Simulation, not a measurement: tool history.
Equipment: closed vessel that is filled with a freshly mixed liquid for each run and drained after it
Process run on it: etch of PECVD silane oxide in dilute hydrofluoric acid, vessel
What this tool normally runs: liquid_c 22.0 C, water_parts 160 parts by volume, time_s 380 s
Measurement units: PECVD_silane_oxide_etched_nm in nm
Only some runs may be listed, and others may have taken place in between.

run	hour	liquid_c	water_parts	time_s	read-back film thickness of the PECVD silane oxide reference wafer, read on the same gauge (nm)	PECVD_silane_oxide_etched_nm
1	0.0	22.0	160	380	50.01	58.66
2	13.9	22.0	160	380	49.97	57.65
3	27.1	24.0	160	380	49.98	63.20
4	45.6	24.0	160	380	49.99	62.88
5	68.1	22.0	160	380	49.97	58.76
6	87.3	22.0	160	380	49.97	59.17
# hour 95.4: gauge calibrated
7	120.2	22.0	160	380	50.01	59.01
8	142.2	22.0	160	380	50.03	59.04
9	155.6	22.0	160	335	49.94	52.31
10	168.9	22.0	160	335	50.00	51.91
11	181.5	21.0	160	380	49.96	57.56
12	207.5	19.0	235	380	50.00	33.17
13	233.4	22.0	160	380	49.98	59.35
# hour 245.4: hydrofluoric acid flow meter replaced
14	247.9	25.5	180	530	50.01	82.26
15	274.4	22.0	160	380	50.02	59.34
16	288.0	18.0	80	575	50.01	169.40
17	353.2	25.5	105	380	49.98	112.50
18	384.9	22.0	160	315	49.99	50.06
19	401.3	22.0	160	380	50.00	60.35
20	420.5	24.5	185	285	50.05	41.55
21	436.8	22.0	160	320	50.00	50.88
# hour 450.1: thermometer replaced
22	459.3	25.5	160	500	50.00	87.39
23	492.0	26.0	230	225	50.03	25.58
24	504.6	22.0	160	380	50.00	58.17
25	533.6	18.0	205	520	49.97	50.58
26	560.7	18.0	160	550	50.01	71.85
27	593.4	26.0	160	380	49.98	67.62
28	605.6	27.0	160	250	49.98	46.50
# hour 637.4: gauge calibrated
29	639.0	20.5	190	480	50.03	57.30
30	652.3	25.5	220	155	50.01	18.62

What will run 31 give?
31	673.0	23.5	130	320	?	?

Logged for run 31: read-back film thickness of the PECVD silane oxide reference wafer, read on the same gauge (nm) 49.97, PECVD_silane_oxide_etched_nm 66.49 nm.
Take away the tool's hidden state, keep the run-to-run variation as it was, and the same run would have given PECVD_silane_oxide_etched_nm 65.19 nm.
